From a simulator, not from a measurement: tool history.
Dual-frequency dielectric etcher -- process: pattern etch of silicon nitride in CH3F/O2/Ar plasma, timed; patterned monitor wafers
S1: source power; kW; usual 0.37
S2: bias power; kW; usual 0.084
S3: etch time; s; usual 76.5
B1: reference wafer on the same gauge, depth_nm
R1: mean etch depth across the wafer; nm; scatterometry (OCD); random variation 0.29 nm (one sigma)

run 1 hour=0 | S1=0.34 S2=0.084 S3=76.5 | B1=47.3 | R1=50.6
run 2 hour=10.1 | S1=0.34 S2=0.084 S3=60 | B1=47.3 | R1=39.9
run 3 hour=25.2 | S1=0.34 S2=0.084 S3=60 | B1=47.3 | R1=39.6
-- hour=31.7 bias power generator calibrated
run 4 hour=33.7 | S1=0.41 S2=0.084 S3=76.5 | B1=47.3 | R1=53.9
run 5 hour=40.8 | S1=0.37 S2=0.084 S3=61.5 | B1=47.3 | R1=41.6
run 6 hour=56.4 | S1=0.37 S2=0.084 S3=61.5 | B1=47.3 | R1=41.8
-- hour=84 wet clean of the chamber
run 7 hour=84.5 | S1=0.37 S2=0.084 S3=76.5 | B1=47.3 | R1=57.1
run 8 hour=84.8 | S1=0.37 S2=0.084 S3=76.5 | B1=47.3 | R1=58
run 9 hour=92 | S1=0.37 S2=0.084 S3=76.5 | B1=47.3 | R1=57.6
run 10 hour=102.9 | S1=0.42 S2=0.084 S3=94.5 | B1=47.3 | R1=74.8
-- hour=113.3 gauge calibrated
run 11 hour=114.6 | S1=0.37 S2=0.084 S3=76.5 | B1=47.3 | R1=57.9
-- hour=124.3 source power generator calibrated
run 12 hour=124.8 | S1=0.43 S2=0.092 S3=67 | B1=47.3 | R1=55.9
run 13 hour=130.3 | S1=0.34 S2=0.084 S3=60 | B1=47.3 | R1=43.8
run 14 hour=142.6 | S1=0.37 S2=0.103 S3=76.5 | B1=47.3 | R1=64.3
run 15 hour=150.2 | S1=0.43 S2=0.07 S3=85.5 | B1=47.3 | R1=60.9
run 16 hour=156.4 | S1=0.37 S2=0.078 S3=76.5 | B1=47.3 | R1=55
run 17 hour=163.3 | S1=0.44 S2=0.066 S3=65.5 | B1=47.3 | R1=45
-- hour=200.1 wet clean of the chamber, repeated, since the last time left the tool worse
run 18 hour=200.6 | S1=0.37 S2=0.096 S3=76.5 | B1=47.3 | R1=58.5
run 19 hour=201 | S1=0.37 S2=0.084 S3=76.5 | B1=47.3 | R1=54.1
run 20 hour=207.4 | S1=0.42 S2=0.084 S3=56 | B1=47.3 | R1=41.4
run 21 hour=225.1 | S1=0.46 S2=0.075 S3=91.5 | B1=47.4 | R1=65.5
run 22 hour=233.9 | S1=0.37 S2=0.097 S3=62 | B1=47.3 | R1=48.1
run 23 hour=247.9 | S1=0.42 S2=0.095 S3=76.5 | B1=47.2 | R1=61
run 24 hour=263.7 | S1=0.31 S2=0.067 S3=63.5 | B1=47.3 | R1=37
run 25 hour=280.5 | S1=0.34 S2=0.103 S3=64 | B1=47.3 | R1=48.8
run 26 hour=296.2 | S1=0.33 S2=0.091 S3=83 | B1=47.3 | R1=59.5
run 27 hour=307.3 | S1=0.37 S2=0.077 S3=76.5 | B1=47.3 | R1=51.3
run 28 hour=317.2 | S1=0.37 S2=0.084 S3=76.5 | B1=47.3 | R1=53.3
run 29 hour=329.9 | S1=0.34 S2=0.084 S3=60 | B1=47.3 | R1=40.9
run 30 hour=340.2 | S1=0.33 S2=0.084 S3=89.5 | B1=47.3 | R1=60.9
run 31 hour=355.2 | S1=0.37 S2=0.084 S3=85.5 | B1=47.3 | R1=60.6

3 ways to go on from here, each from the tool as it stands after run 31. What would each give?
run A hour=355.6 | S1=0.37 S2=0.084 S3=76.5 | B1=? | R1=?
run B hour=355.6 | S1=0.3 S2=0.072 S3=59.5 | B1=? | R1=?
run C hour=355.6 | S1=0.31 S2=0.073 S3=92 | B1=? | R1=?

run=A B1=47.4 R1=53.3
run=B B1=47.4 R1=35.3
run=C B1=47.4 R1=55.6
Without the tool's hidden state the same runs would have given:
run=A R1=53.7
run=B R1=35.5
run=C R1=56

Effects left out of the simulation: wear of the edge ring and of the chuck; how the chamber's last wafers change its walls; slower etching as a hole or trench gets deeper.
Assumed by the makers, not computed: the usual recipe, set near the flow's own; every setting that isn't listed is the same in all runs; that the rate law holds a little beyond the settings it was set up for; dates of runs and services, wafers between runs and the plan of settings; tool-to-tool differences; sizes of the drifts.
